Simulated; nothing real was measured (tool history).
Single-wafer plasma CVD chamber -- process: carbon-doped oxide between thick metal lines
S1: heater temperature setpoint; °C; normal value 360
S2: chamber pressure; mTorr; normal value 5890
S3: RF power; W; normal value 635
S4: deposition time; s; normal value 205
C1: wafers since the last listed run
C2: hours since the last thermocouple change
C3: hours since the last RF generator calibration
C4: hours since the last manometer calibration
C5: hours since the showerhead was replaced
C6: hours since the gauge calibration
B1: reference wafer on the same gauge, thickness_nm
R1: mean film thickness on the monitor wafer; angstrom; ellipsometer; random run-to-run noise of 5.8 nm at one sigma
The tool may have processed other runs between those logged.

Run 1, hour 0.0: usual settings; C1 0; C2 1091.7; C3 906.4; C4 1548.0; C5 3978.7; C6 1007.7; B1 1117.209. Result: R1 11657.66 angstrom.
Run 2, hour 53.9: usual settings; C1 626; C2 1145.6; C3 960.3; C4 1601.9; C5 4032.6; C6 1061.6; B1 1120.720. Result: R1 11681.59 angstrom.
Run 3, hour 92.4: usual settings; C1 447; C2 1184.1; C3 998.8; C4 1640.4; C5 4071.1; C6 1100.1; B1 1118.797. Result: R1 11641.51 angstrom.
Run 4, hour 135.3: usual settings but S1 351 °C, S4 222 s; C1 498; C2 1227.0; C3 1041.7; C4 1683.3; C5 4114.0; C6 1143.0; B1 1118.660. Result: R1 12973.87 angstrom.
Run 5, hour 164.3: usual settings but S1 351 °C, S4 222 s; C1 337; C2 1256.0; C3 1070.7; C4 1712.3; C5 4143.0; C6 1172.0; B1 1120.725. Result: R1 13042.55 angstrom.
Run 6, hour 195.8: usual settings but S1 351 °C, S4 222 s; C1 366; C2 1287.5; C3 1102.2; C4 1743.8; C5 4174.5; C6 1203.5; B1 1121.223. Result: R1 12881.18 angstrom.
At hour 236.4: thermocouple changed; heater temperature recalibrated.
Run 7, hour 251.5: usual settings but S1 371 °C, S4 195 s; C1 554; C2 15.1; C3 1157.9; C4 1799.5; C5 4230.2; C6 1259.2; B1 1117.696. Result: R1 10911.09 angstrom.
Run 8, hour 286.7: usual settings but S1 371 °C, S4 195 s; C1 409; C2 50.3; C3 1193.1; C4 1834.7; C5 4265.4; C6 1294.4; B1 1120.101. Result: R1 10933.47 angstrom.
Run 9, hour 355.3: usual settings; C1 797; C2 118.9; C3 1261.7; C4 1903.3; C5 4334.0; C6 1363.0; B1 1120.515. Result: R1 11777.30 angstrom.
Run 10, hour 402.2: usual settings; C1 545; C2 165.8; C3 1308.6; C4 1950.2; C5 4380.9; C6 1409.9; B1 1117.541. Result: R1 11643.22 angstrom.
At hour 419.4: capacitance manometer re-zeroed and calibrated.
At hour 432.8: gauge calibrated.
Run 11, hour 442.5: usual settings; C1 375; C2 206.1; C3 1348.9; C4 23.1; C5 4421.2; C6 9.7; B1 1120.297. Result: R1 11682.28 angstrom.
Run 12, hour 510.6: usual settings but S3 690 W, S4 178 s; C1 792; C2 274.2; C3 1417.0; C4 91.2; C5 4489.3; C6 77.8; B1 1121.733. Result: R1 10659.50 angstrom.
Run 13, hour 536.9: usual settings; C1 305; C2 300.5; C3 1443.3; C4 117.5; C5 4515.6; C6 104.1; B1 1119.707. Result: R1 11692.80 angstrom.
Run 14, hour 600.7: usual settings but S1 372 °C, S4 227 s; C1 742; C2 364.3; C3 1507.1; C4 181.3; C5 4579.4; C6 167.9; B1 1120.455. Result: R1 12642.24 angstrom.
Run 15, hour 659.9: usual settings but S1 351 °C, S4 237 s; C1 688; C2 423.5; C3 1566.3; C4 240.5; C5 4638.6; C6 227.1; B1 1120.061. Result: R1 13823.07 angstrom.
At hour 675.0: showerhead replaced.
Run 16, hour 713.8: usual settings but S2 4950 mTorr, S3 685 W, S4 245 s; C1 533; C2 477.4; C3 1620.2; C4 294.4; C5 38.8; C6 281.0; B1 1120.070. Result: R1 14099.02 angstrom.

What does the tool deliver on the next run?
Run 17, hour 760.4: usual settings but S1 351 °C, S4 222 s; C1 542; C2 524.0; C3 1666.8; C4 341.0; C5 85.4; C6 327.6; B1 ?. Result: R1 ?.

{"run 17": {"B1": 1121.246, "R1": 12907.59}}
Were there no unlogged condition in the tool, this run, its random variation unchanged, would have produced R1 12907.59 angstrom.
